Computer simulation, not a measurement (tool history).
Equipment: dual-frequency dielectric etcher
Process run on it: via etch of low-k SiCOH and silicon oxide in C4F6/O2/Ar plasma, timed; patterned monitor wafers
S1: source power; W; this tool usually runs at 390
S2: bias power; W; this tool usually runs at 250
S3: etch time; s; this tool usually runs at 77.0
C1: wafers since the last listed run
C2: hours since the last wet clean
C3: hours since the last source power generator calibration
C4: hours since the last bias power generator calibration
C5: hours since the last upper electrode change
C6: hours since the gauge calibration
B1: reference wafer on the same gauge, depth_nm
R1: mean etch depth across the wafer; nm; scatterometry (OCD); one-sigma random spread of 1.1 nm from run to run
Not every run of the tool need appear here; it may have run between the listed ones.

run 1 hour=0.0 | S1=330 S2=265 S3=77.0 | C1=0 C2=593.7 C3=928.7 C4=911.3 C5=2593.1 C6=2334.6 | B1=188.9 | R1=215.5
-- hour=77.5 gauge calibrated
-- hour=84.9 wet clean of the chamber
run 2 hour=85.4 | S1=390 S2=226 S3=77.0 | C1=559 C2=0.5 C3=1014.1 C4=996.7 C5=2678.5 C6=7.9 | B1=188.7 | R1=220.2
run 3 hour=107.0 | S1=390 S2=250 S3=77.0 | C1=196 C2=22.1 C3=1035.7 C4=1018.3 C5=2700.1 C6=29.5 | B1=188.6 | R1=230.9
run 4 hour=155.9 | S1=390 S2=273 S3=77.0 | C1=445 C2=71.0 C3=1084.6 C4=1067.2 C5=2749.0 C6=78.4 | B1=189.0 | R1=241.6
run 5 hour=216.0 | S1=390 S2=273 S3=77.0 | C1=547 C2=131.1 C3=1144.7 C4=1127.3 C5=2809.1 C6=138.5 | B1=189.2 | R1=242.3
run 6 hour=324.8 | S1=390 S2=273 S3=77.0 | C1=991 C2=239.9 C3=1253.5 C4=1236.1 C5=2917.9 C6=247.3 | B1=188.7 | R1=242.2
run 7 hour=418.4 | S1=390 S2=250 S3=77.0 | C1=852 C2=333.5 C3=1347.1 C4=1329.7 C5=3011.5 C6=340.9 | B1=189.0 | R1=234.7
-- hour=641.5 upper electrode replaced
run 8 hour=705.6 | S1=320 S2=250 S3=77.0 | C1=2398 C2=620.7 C3=1634.3 C4=1616.9 C5=64.1 C6=628.1 | B1=189.2 | R1=208.4
-- hour=779.1 wet clean of the chamber
run 9 hour=804.7 | S1=440 S2=305 S3=90.5 | C1=684 C2=25.6 C3=1733.4 C4=1716.0 C5=163.2 C6=727.2 | B1=189.1 | R1=322.7
run 10 hour=893.9 | S1=430 S2=250 S3=77.0 | C1=812 C2=114.8 C3=1822.6 C4=1805.2 C5=252.4 C6=816.4 | B1=189.3 | R1=247.3
run 11 hour=968.8 | S1=390 S2=275 S3=96.0 | C1=682 C2=189.7 C3=1897.5 C4=1880.1 C5=327.3 C6=891.3 | B1=188.7 | R1=306.7
run 12 hour=1071.1 | S1=360 S2=234 S3=92.5 | C1=932 C2=292.0 C3=1999.8 C4=1982.4 C5=429.6 C6=993.6 | B1=188.8 | R1=260.4
run 13 hour=1135.4 | S1=340 S2=250 S3=77.0 | C1=585 C2=356.3 C3=2064.1 C4=2046.7 C5=493.9 C6=1057.9 | B1=188.9 | R1=216.0
-- hour=1184.3 bias power generator calibrated
run 14 hour=1225.7 | S1=390 S2=250 S3=77.0 | C1=786 C2=446.6 C3=2154.4 C4=41.4 C5=584.2 C6=1148.2 | B1=189.1 | R1=230.7
run 15 hour=1393.7 | S1=340 S2=291 S3=97.0 | C1=1530 C2=614.6 C3=2322.4 C4=209.4 C5=752.2 C6=1316.2 | B1=188.8 | R1=287.5
run 16 hour=1473.0 | S1=440 S2=219 S3=77.0 | C1=722 C2=693.9 C3=2401.7 C4=288.7 C5=831.5 C6=1395.5 | B1=189.0 | R1=228.9
run 17 hour=1548.6 | S1=390 S2=250 S3=98.0 | C1=688 C2=769.5 C3=2477.3 C4=364.3 C5=907.1 C6=1471.1 | B1=188.8 | R1=293.6
-- hour=1613.2 source power generator calibrated
-- hour=1636.7 wet clean of the chamber
run 18 hour=1637.2 | S1=390 S2=214 S3=60.0 | C1=556 C2=0.5 C3=24.0 C4=452.9 C5=995.7 C6=1559.7 | B1=188.8 | R1=166.0
run 19 hour=1707.7 | S1=480 S2=250 S3=77.0 | C1=642 C2=71.0 C3=94.5 C4=523.4 C5=1066.2 C6=1630.2 | B1=189.0 | R1=258.2
run 20 hour=1811.1 | S1=390 S2=250 S3=77.0 | C1=942 C2=174.4 C3=197.9 C4=626.8 C5=1169.6 C6=1733.6 | B1=188.9 | R1=232.8
run 21 hour=1897.6 | S1=390 S2=250 S3=77.0 | C1=788 C2=260.9 C3=284.4 C4=713.3 C5=1256.1 C6=1820.1 | B1=188.8 | R1=231.9
run 22 hour=1994.9 | S1=290 S2=203 S3=90.0 | C1=886 C2=358.2 C3=381.7 C4=810.6 C5=1353.4 C6=1917.4 | B1=189.4 | R1=203.1
run 23 hour=2041.5 | S1=290 S2=250 S3=98.0 | C1=424 C2=404.8 C3=428.3 C4=857.2 C5=1400.0 C6=1964.0 | B1=189.0 | R1=246.8
run 24 hour=2123.2 | S1=390 S2=250 S3=77.0 | C1=744 C2=486.5 C3=510.0 C4=938.9 C5=1481.7 C6=2045.7 | B1=189.0 | R1=233.0
run 25 hour=2196.9 | S1=390 S2=298 S3=67.5 | C1=671 C2=560.2 C3=583.7 C4=1012.6 C5=1555.4 C6=2119.4 | B1=189.1 | R1=221.3
run 26 hour=2259.8 | S1=460 S2=250 S3=77.0 | C1=573 C2=623.1 C3=646.6 C4=1075.5 C5=1618.3 C6=2182.3 | B1=188.9 | R1=254.1
-- hour=2347.9 gauge calibrated
-- hour=2359.7 wet clean of the chamber
run 27 hour=2360.2 | S1=320 S2=250 S3=77.0 | C1=696 C2=0.5 C3=747.0 C4=1175.9 C5=1718.7 C6=12.3 | B1=188.7 | R1=206.7
run 28 hour=2439.9 | S1=390 S2=280 S3=55.0 | C1=726 C2=80.2 C3=826.7 C4=1255.6 C5=1798.4 C6=92.0 | B1=189.0 | R1=176.5
run 29 hour=2504.9 | S1=390 S2=214 S3=67.5 | C1=592 C2=145.2 C3=891.7 C4=1320.6 C5=1863.4 C6=157.0 | B1=188.8 | R1=189.6

Predict each of these 4 candidate next runs independently; none follows another, all start after run 29:
run A hour=2505.3 | S1=390 S2=216 S3=77.0 | C1=3 C2=145.6 C3=892.1 C4=1321.0 C5=1863.8 C6=157.4 | B1=? | R1=?
run B hour=2505.3 | S1=390 S2=250 S3=69.0 | C1=3 C2=145.6 C3=892.1 C4=1321.0 C5=1863.8 C6=157.4 | B1=? | R1=?
run C hour=2505.3 | S1=310 S2=250 S3=60.0 | C1=3 C2=145.6 C3=892.1 C4=1321.0 C5=1863.8 C6=157.4 | B1=? | R1=?
run D hour=2505.3 | S1=440 S2=250 S3=77.0 | C1=3 C2=145.6 C3=892.1 C4=1321.0 C5=1863.8 C6=157.4 | B1=? | R1=?

run=A B1=188.7 R1=214.2
run=B B1=188.7 R1=206.7
run=C B1=188.7 R1=156.6
run=D B1=188.7 R1=246.5
With no hidden state in the tool, these same runs would have given:
run=A R1=212.0
run=B R1=204.4
run=C R1=154.8
run=D R1=243.8
